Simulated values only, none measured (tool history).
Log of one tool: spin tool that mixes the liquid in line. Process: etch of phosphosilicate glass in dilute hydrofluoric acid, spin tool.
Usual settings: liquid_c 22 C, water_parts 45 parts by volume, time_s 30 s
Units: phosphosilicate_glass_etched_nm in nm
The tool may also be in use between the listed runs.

run    hour  liquid_c  water_parts  time_s  read-back film thickness of the phosphosilicate glass reference wafer, read on the same gauge (nm)  phosphosilicate_glass_etched_nm
  1       0        22           45      30                                                                                               40.51                            60.93
  2    46.7        22           60      40                                                                                               40.57                            60.75
  3   146.8        22           45      15                                                                                               40.68                            31.09
  4   214.5        22           45      15                                                                                               40.67                            30.58
  5   251.2        21           45      30                                                                                               40.73                             58.6
  6   322.3        22           35      20                                                                                               40.81                            53.89
  7     381        22           35      20                                                                                               40.83                            53.68
  8   454.9        22           35      20                                                                                               40.92                             53.5
  9   516.9      20.5           45      30                                                                                               41.01                            58.71
 10   607.7      20.5           45      30                                                                                               41.12                            58.71
 11   697.9        22           45      30                                                                                               41.22                            63.85
      797.7  -- thermometer replaced
 12   913.7        22           45      30                                                                                                41.5                            62.87
      922.1  -- gauge calibrated
 13   971.9        22           45      30                                                                                               40.13                            61.32
 14  1054.9        22           55      30                                                                                               40.13                            49.38
 15  1132.5        22           45      30                                                                                               40.14                            61.42
     1293.1  -- hydrofluoric acid flow meter replaced
 16  1310.4      26.5           45      30                                                                                               40.19                            73.15
 17    1397        22           45      30                                                                                               40.21                            61.65
 18  1436.9        22           45      30                                                                                               40.21                            60.85
 19  1497.5      25.5           65      30                                                                                               40.24                             47.6
 20  1590.8        19           60      20                                                                                               40.26                            26.35
 21  1667.3      24.5           55      15                                                                                               40.26                            27.43
 22  1726.9        22           45      30                                                                                               40.27                            61.04
 23  1816.3        18           55      25                                                                                               40.38                            35.12
 24  1883.1        22           65      30                                                                                               40.39                            41.67
 25  1968.8        22           45      45                                                                                               40.46                            92.87
 26    2050        22           45      30                                                                                               40.48                            60.52
 27  2146.5        22           40      30                                                                                               40.56                            69.68
 28  2194.5        22           45      30                                                                                               40.62                            61.69
 29  2247.4        19           25      30                                                                                               40.65                           100.62
 30  2316.2        22           35      15                                                                                               40.74                            40.52
 31  2401.7      17.5           60      30                                                                                               40.75                            38.02

Hidden state or all else? Some run-to-run changes of phosphosilicate_glass_etched_nm, split into what the settings, what came in and random variation would give without the hidden state, and what is left for the hidden state (with any gauge scatter that isn't in both results):
The hidden state here: liquid colder than its thermometer reads (K); hydrofluoric acid flow below the setpoint (%); gauge reads high (%).
Run 12 -> 13: gauge calibrated. phosphosilicate_glass_etched_nm -1.55 nm: hidden state -2.06, all else +0.51.
Run 24 -> 25: water_parts 65 -> 45, time_s 30 -> 45. phosphosilicate_glass_etched_nm +51.2 nm: hidden state +0.62, all else +50.58.
Run 28 -> 29: liquid_c 22 -> 19, water_parts 45 -> 25. phosphosilicate_glass_etched_nm +38.93 nm: hidden state +0.69, all else +38.24.
Run 29 -> 30: liquid_c 19 -> 22, water_parts 25 -> 35, time_s 30 -> 15. phosphosilicate_glass_etched_nm -60.1 nm: hidden state -0.91, all else -59.19.
